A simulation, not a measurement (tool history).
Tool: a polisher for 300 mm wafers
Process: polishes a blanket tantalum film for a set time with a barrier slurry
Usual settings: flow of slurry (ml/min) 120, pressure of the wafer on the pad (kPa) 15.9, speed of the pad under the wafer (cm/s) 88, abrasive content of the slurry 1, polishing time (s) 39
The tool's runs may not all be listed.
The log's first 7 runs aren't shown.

run	day	flow of slurry (ml/min)	pressure of the wafer on the pad (kPa)	speed of the pad under the wafer (cm/s)	abrasive content of the slurry	polishing time (s)	incoming thickness of the incoming film, nm	film removed (angstrom)
# day 5.971: head pressure recalibrated
8	6.267	120	15.9	88	1	39	249.8	680
# day 6.867: slurry blender recalibrated
9	7.35	120	15.9	88	1	39	248.9	693
# day 7.833: slurry nozzle cleaned
10	8.054	120	13.1	88	1	39	248.1	585
11	9.267	120	12.4	88	1	30	249.6	446
12	10.212	150	15.9	62	1	39	249.4	514
13	11.188	120	17.9	64	1	39	253.7	526
14	11.808	120	15.9	88	1	39	252.8	685
15	12.762	120	15.9	88	1	39	248.2	674
# day 13.312: worn pad replaced by a new one
16	14.112	120	15.9	88	1	39	248.9	676
17	14.742	120	15.9	88	1	49	254.1	858
# day 15.642: slurry blender recalibrated
18	15.675	120	15.9	88	1	39	248.5	688
19	16.875	120	15.9	88	1	39	248.2	672
# day 17.221: head pressure recalibrated, repeated, since the last time left the tool worse
20	18.008	120	15.9	88	1	39	248.2	753
21	21.725	120	17.9	62	1	39	250.5	586

Run 22 comes next. What will it give?
22	22.929	155	17.2	108	0.8	39	252.8	?

{"run 22": {"film removed (angstrom)": 983}}
Without the tool's hidden state the same run would have given film removed (angstrom) 982.
